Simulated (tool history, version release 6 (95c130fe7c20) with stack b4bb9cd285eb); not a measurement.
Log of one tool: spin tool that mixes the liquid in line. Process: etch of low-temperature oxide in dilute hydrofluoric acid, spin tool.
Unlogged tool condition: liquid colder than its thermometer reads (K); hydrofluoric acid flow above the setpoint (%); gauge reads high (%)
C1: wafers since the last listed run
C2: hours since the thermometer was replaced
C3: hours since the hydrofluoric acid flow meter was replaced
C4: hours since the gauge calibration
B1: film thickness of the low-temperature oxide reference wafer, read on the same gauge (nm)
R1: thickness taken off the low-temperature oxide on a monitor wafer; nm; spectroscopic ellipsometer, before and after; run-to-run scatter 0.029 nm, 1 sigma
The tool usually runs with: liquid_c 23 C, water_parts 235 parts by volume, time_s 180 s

run 1 hour=0 | liquid_c=23 water_parts=235 time_s=250 | C1=0 C2=358.6 C3=787.4 C4=1236.8 | B1=90 | R1=10.12
run 2 hour=88.4 | liquid_c=23 water_parts=235 time_s=250 | C1=354 C2=447 C3=875.8 C4=1325.2 | B1=89.98 | R1=10.11
run 3 hour=153 | liquid_c=23 water_parts=235 time_s=180 | C1=258 C2=511.6 C3=940.4 C4=1389.8 | B1=90 | R1=7.24
run 4 hour=256.9 | liquid_c=23 water_parts=235 time_s=180 | C1=416 C2=615.5 C3=1044.3 C4=1493.7 | B1=90.02 | R1=7.22
-- hour=273.9 hydrofluoric acid flow meter replaced
run 5 hour=353 | liquid_c=23 water_parts=235 time_s=180 | C1=380 C2=711.6 C3=79.1 C4=1589.8 | B1=90 | R1=7.2
run 6 hour=419.1 | liquid_c=23 water_parts=235 time_s=180 | C1=264 C2=777.7 C3=145.2 C4=1655.9 | B1=89.99 | R1=7.17
run 7 hour=503.9 | liquid_c=21.5 water_parts=235 time_s=180 | C1=339 C2=862.5 C3=230 C4=1740.7 | B1=90.02 | R1=6.83
run 8 hour=571.5 | liquid_c=21.5 water_parts=235 time_s=180 | C1=270 C2=930.1 C3=297.6 C4=1808.3 | B1=89.96 | R1=6.82
run 9 hour=640.4 | liquid_c=23 water_parts=235 time_s=240 | C1=275 C2=999 C3=366.5 C4=1877.2 | B1=90 | R1=9.52
-- hour=734 gauge calibrated
run 10 hour=739.3 | liquid_c=20.5 water_parts=235 time_s=180 | C1=396 C2=1097.9 C3=465.4 C4=5.3 | B1=90.01 | R1=6.5
run 11 hour=806.4 | liquid_c=20.5 water_parts=235 time_s=180 | C1=268 C2=1165 C3=532.5 C4=72.4 | B1=90 | R1=6.5
run 12 hour=891.3 | liquid_c=20.5 water_parts=235 time_s=180 | C1=340 C2=1249.9 C3=617.4 C4=157.3 | B1=90 | R1=6.48
-- hour=938.5 thermometer replaced
run 13 hour=974.5 | liquid_c=23 water_parts=235 time_s=70 | C1=329 C2=36 C3=700.6 C4=240.5 | B1=90 | R1=2.86
run 14 hour=1018 | liquid_c=20.5 water_parts=235 time_s=260 | C1=174 C2=79.5 C3=744.1 C4=284 | B1=90.01 | R1=9.67
run 15 hour=1090.8 | liquid_c=23 water_parts=330 time_s=100 | C1=291 C2=152.3 C3=816.9 C4=356.8 | B1=89.99 | R1=2.65
run 16 hour=1140.2 | liquid_c=23 water_parts=235 time_s=180 | C1=197 C2=201.7 C3=866.3 C4=406.2 | B1=90.02 | R1=7.33
run 17 hour=1194.5 | liquid_c=27.5 water_parts=295 time_s=110 | C1=217 C2=256 C3=920.6 C4=460.5 | B1=90 | R1=3.92
run 18 hour=1281.5 | liquid_c=20 water_parts=140 time_s=100 | C1=348 C2=343 C3=1007.6 C4=547.5 | B1=89.98 | R1=6.69
run 19 hour=1362.3 | liquid_c=21.5 water_parts=235 time_s=285 | C1=323 C2=423.8 C3=1088.4 C4=628.3 | B1=90.01 | R1=10.89
-- hour=1446.6 hydrofluoric acid flow meter replaced
run 20 hour=1449.9 | liquid_c=23 water_parts=235 time_s=180 | C1=346 C2=511.4 C3=3.3 C4=715.9 | B1=89.99 | R1=7.31
run 21 hour=1496.6 | liquid_c=26 water_parts=235 time_s=235 | C1=187 C2=558.1 C3=50 C4=762.6 | B1=89.98 | R1=10.58
run 22 hour=1560.9 | liquid_c=18.5 water_parts=235 time_s=180 | C1=257 C2=622.4 C3=114.3 C4=826.9 | B1=90.04 | R1=6.09
run 23 hour=1839.7 | liquid_c=23 water_parts=235 time_s=70 | C1=1116 C2=901.2 C3=393.1 C4=1105.7 | B1=90.01 | R1=2.8
run 24 hour=1891.7 | liquid_c=28 water_parts=170 time_s=125 | C1=208 C2=953.2 C3=445.1 C4=1157.7 | B1=90.01 | R1=8.88
run 25 hour=1947.6 | liquid_c=23 water_parts=345 time_s=180 | C1=223 C2=1009.1 C3=501 C4=1213.6 | B1=90.03 | R1=4.4

Predict each of these 3 candidate next runs independently; none follows another, all start after run 25:
run A hour=1948.1 | liquid_c=23 water_parts=340 time_s=180 | C1=2 C2=1009.6 C3=501.5 C4=1214.1 | B1=? | R1=?
run B hour=1948.1 | liquid_c=27 water_parts=175 time_s=120 | C1=2 C2=1009.6 C3=501.5 C4=1214.1 | B1=? | R1=?
run C hour=1948.1 | liquid_c=21 water_parts=280 time_s=180 | C1=2 C2=1009.6 C3=501.5 C4=1214.1 | B1=? | R1=?

run=A B1=90 R1=4.52
run=B B1=90 R1=7.98
run=C B1=90 R1=5.39
With the hidden condition removed and each run's random variation left untouched, the same runs would have given:
run=A R1=4.65
run=B R1=8.24
run=C R1=5.56

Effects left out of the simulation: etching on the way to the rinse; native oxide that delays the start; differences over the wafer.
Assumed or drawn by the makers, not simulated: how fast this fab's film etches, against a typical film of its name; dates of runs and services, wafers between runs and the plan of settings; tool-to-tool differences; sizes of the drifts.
